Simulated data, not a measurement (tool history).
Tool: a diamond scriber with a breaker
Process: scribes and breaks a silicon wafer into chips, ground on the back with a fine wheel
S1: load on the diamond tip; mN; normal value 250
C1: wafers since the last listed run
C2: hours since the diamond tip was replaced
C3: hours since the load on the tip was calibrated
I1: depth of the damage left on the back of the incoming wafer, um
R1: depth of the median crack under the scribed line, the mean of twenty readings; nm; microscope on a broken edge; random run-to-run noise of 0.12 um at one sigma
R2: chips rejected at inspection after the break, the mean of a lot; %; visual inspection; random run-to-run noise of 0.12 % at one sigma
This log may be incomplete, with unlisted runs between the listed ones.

Run 1, hour 0.0: usual settings but S1 226 mN; C1 0; C2 200.9; C3 797.3; I1 1.97. Result: R1 10420 nm, R2 2.40 %.
Run 2, hour 32.0: usual settings but S1 226 mN; C1 68; C2 232.9; C3 829.3; I1 2.34. Result: R1 10460 nm, R2 2.80 %.
Run 3, hour 89.1: usual settings but S1 226 mN; C1 122; C2 290.0; C3 886.4; I1 2.67. Result: R1 10580 nm, R2 2.98 %.
Run 4, hour 117.0: usual settings; C1 59; C2 317.9; C3 914.3; I1 2.47. Result: R1 11150 nm, R2 3.36 %.
Run 5, hour 166.2: usual settings; C1 105; C2 367.1; C3 963.5; I1 1.92. Result: R1 11000 nm, R2 2.75 %.
Run 6, hour 207.8: usual settings; C1 89; C2 408.7; C3 1005.1; I1 2.63. Result: R1 11340 nm, R2 3.61 %.
Run 7, hour 249.2: usual settings; C1 88; C2 450.1; C3 1046.5; I1 2.91. Result: R1 11250 nm, R2 4.22 %.
Run 8, hour 276.4: usual settings; C1 58; C2 477.3; C3 1073.7; I1 2.82. Result: R1 11180 nm, R2 4.08 %.
Run 9, hour 333.1: usual settings; C1 121; C2 534.0; C3 1130.4; I1 1.88. Result: R1 11150 nm, R2 3.19 %.
Run 10, hour 377.1: usual settings but S1 206 mN; C1 94; C2 578.0; C3 1174.4; I1 2.56. Result: R1 9980 nm, R2 3.31 %.
Run 11, hour 443.6: usual settings but S1 280 mN; C1 142; C2 644.5; C3 1240.9; I1 2.14. Result: R1 12170 nm, R2 5.56 %.
At hour 500.3: diamond tip replaced by a new one.
Run 12, hour 653.9: usual settings but S1 280 mN; C1 446; C2 153.6; C3 1451.2; I1 2.18. Result: R1 11950 nm, R2 5.57 %.
Run 13, hour 689.1: usual settings but S1 220 mN; C1 75; C2 188.8; C3 1486.4; I1 2.08. Result: R1 10370 nm, R2 2.47 %.
At hour 695.4: load on the tip recalibrated.
Run 14, hour 741.3: usual settings but S1 275 mN; C1 107; C2 241.0; C3 45.9; I1 2.19. Result: R1 11110 nm, R2 2.84 %.
Run 15, hour 811.2: usual settings; C1 149; C2 310.9; C3 115.8; I1 2.46. Result: R1 10470 nm, R2 2.83 %.
Run 16, hour 856.3: usual settings but S1 207 mN; C1 96; C2 356.0; C3 160.9; I1 1.80. Result: R1 9370 nm, R2 3.60 %.
Run 17, hour 889.6: usual settings; C1 71; C2 389.3; C3 194.2; I1 1.57. Result: R1 10680 nm, R2 2.29 %.
Run 18, hour 914.5: usual settings but S1 196 mN; C1 53; C2 414.2; C3 219.1; I1 2.38. Result: R1 9380 nm, R2 5.26 %.
Run 19, hour 947.2: usual settings but S1 307 mN; C1 70; C2 446.9; C3 251.8; I1 1.80. Result: R1 12150 nm, R2 5.62 %.

Each row is a separate what-if for the run after 19, all from the same tool condition, not one after another. Results?
Run A, hour 947.9: usual settings; C1 1; C2 447.6; C3 252.5; I1 2.57. Result: R1 ?, R2 ?.
Run B, hour 947.9: usual settings but S1 297 mN; C1 1; C2 447.6; C3 252.5; I1 2.57. Result: R1 ?, R2 ?.
Run C, hour 947.9: usual settings but S1 192 mN; C1 1; C2 447.6; C3 252.5; I1 2.57. Result: R1 ?, R2 ?.

run     R1    R2
  A  10690  3.01
  B  11880  5.17
  C   9130  5.64
Take away the tool's hidden state, keep each run's random variation, and the runs would have read:
run     R1    R2
  A  10350  2.97
  B  11490  4.17
  C   8830  7.04
